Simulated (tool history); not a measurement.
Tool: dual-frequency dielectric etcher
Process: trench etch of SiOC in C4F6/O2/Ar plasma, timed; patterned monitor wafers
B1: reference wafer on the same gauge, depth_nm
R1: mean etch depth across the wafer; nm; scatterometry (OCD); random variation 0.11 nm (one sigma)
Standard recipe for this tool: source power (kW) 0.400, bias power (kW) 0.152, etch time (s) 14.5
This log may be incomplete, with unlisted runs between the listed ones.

Run 1, day 0.000: usual settings; B1 28.29. Result: R1 28.10 nm.
Run 2, day 1.867: usual settings; B1 28.24. Result: R1 27.96 nm.
Run 3, day 4.454: usual settings; B1 28.18. Result: R1 27.95 nm.
At day 6.762: wet clean of the chamber.
Run 4, day 7.925: usual settings; B1 28.14. Result: R1 27.90 nm.
At day 9.154: gauge calibrated.
Run 5, day 10.000: usual settings; B1 29.35. Result: R1 29.09 nm.
Run 6, day 11.579: usual settings; B1 29.30. Result: R1 29.18 nm.
Run 7, day 14.021: usual settings; B1 29.26. Result: R1 28.96 nm.
Run 8, day 16.917: usual settings but bias power (kW) 0.164; B1 29.21. Result: R1 29.49 nm.
Run 9, day 25.354: usual settings but bias power (kW) 0.164; B1 29.10. Result: R1 29.27 nm.
At day 28.396: wet clean of the chamber.
Run 10, day 28.417: usual settings; B1 29.01. Result: R1 28.86 nm.
Run 11, day 30.467: usual settings; B1 29.02. Result: R1 28.63 nm.
Run 12, day 33.371: usual settings; B1 28.94. Result: R1 28.67 nm.
Run 13, day 37.100: usual settings; B1 28.84. Result: R1 28.43 nm.
Run 14, day 39.529: usual settings; B1 28.84. Result: R1 28.59 nm.
Run 15, day 41.042: usual settings but etch time (s) 16.5; B1 28.76. Result: R1 32.30 nm.
At day 41.679: bias power generator calibrated.
Run 16, day 43.692: usual settings but bias power (kW) 0.176, etch time (s) 16.5; B1 28.73. Result: R1 33.69 nm.
At day 45.588: wet clean of the chamber.
Run 17, day 47.942: usual settings but source power (kW) 0.300, bias power (kW) 0.117, etch time (s) 12.5; B1 28.67. Result: R1 21.06 nm.
Run 18, day 51.475: usual settings; B1 28.63. Result: R1 28.34 nm.
At day 53.775: upper electrode replaced.
Run 19, day 55.729: usual settings but source power (kW) 0.370, bias power (kW) 0.171, etch time (s) 16.0; B1 28.52. Result: R1 31.25 nm.
Run 20, day 59.671: usual settings; B1 28.43. Result: R1 28.16 nm.
Run 21, day 61.479: usual settings but source power (kW) 0.470, bias power (kW) 0.119; B1 28.45. Result: R1 27.78 nm.
Run 22, day 65.567: usual settings but source power (kW) 0.360; B1 28.32. Result: R1 27.37 nm.
At day 67.217: wet clean of the chamber.
At day 70.558: source power generator calibrated.
At day 75.167: gauge calibrated.
Run 23, day 77.867: usual settings but source power (kW) 0.350, bias power (kW) 0.134, etch time (s) 12.5; B1 29.37. Result: R1 23.33 nm.
Run 24, day 81.696: usual settings but source power (kW) 0.470, bias power (kW) 0.123; B1 29.35. Result: R1 28.87 nm.
Run 25, day 84.358: usual settings but etch time (s) 11.0; B1 29.28. Result: R1 21.88 nm.
At day 85.796: wet clean of the chamber.
Run 26, day 86.904: usual settings but source power (kW) 0.370, bias power (kW) 0.177, etch time (s) 12.0; B1 29.19. Result: R1 24.38 nm.
Run 27, day 88.454: usual settings but source power (kW) 0.370, etch time (s) 12.5; B1 29.17. Result: R1 24.42 nm.
Run 28, day 91.942: usual settings but source power (kW) 0.350, bias power (kW) 0.165, etch time (s) 18.0; B1 29.13. Result: R1 35.33 nm.
Run 29, day 94.096: usual settings; B1 29.07. Result: R1 28.84 nm.

4 ways to go on from here, each from the tool as it stands after run 29. What would each give?
Run A, day 94.112: usual settings; B1 ?. Result: R1 ?.
Run B, day 94.112: usual settings but source power (kW) 0.480, bias power (kW) 0.125; B1 ?. Result: R1 ?.
Run C, day 94.112: usual settings but source power (kW) 0.320, etch time (s) 12.0; B1 ?. Result: R1 ?.
Run D, day 94.112: usual settings but etch time (s) 18.0; B1 ?. Result: R1 ?.

run     B1     R1
  A  29.06  28.94
  B  29.06  29.18
  C  29.06  22.44
  D  29.06  35.93
With no hidden state in the tool, these same runs would have given:
run     R1
  A  29.27
  B  29.50
  C  22.69
  D  36.33
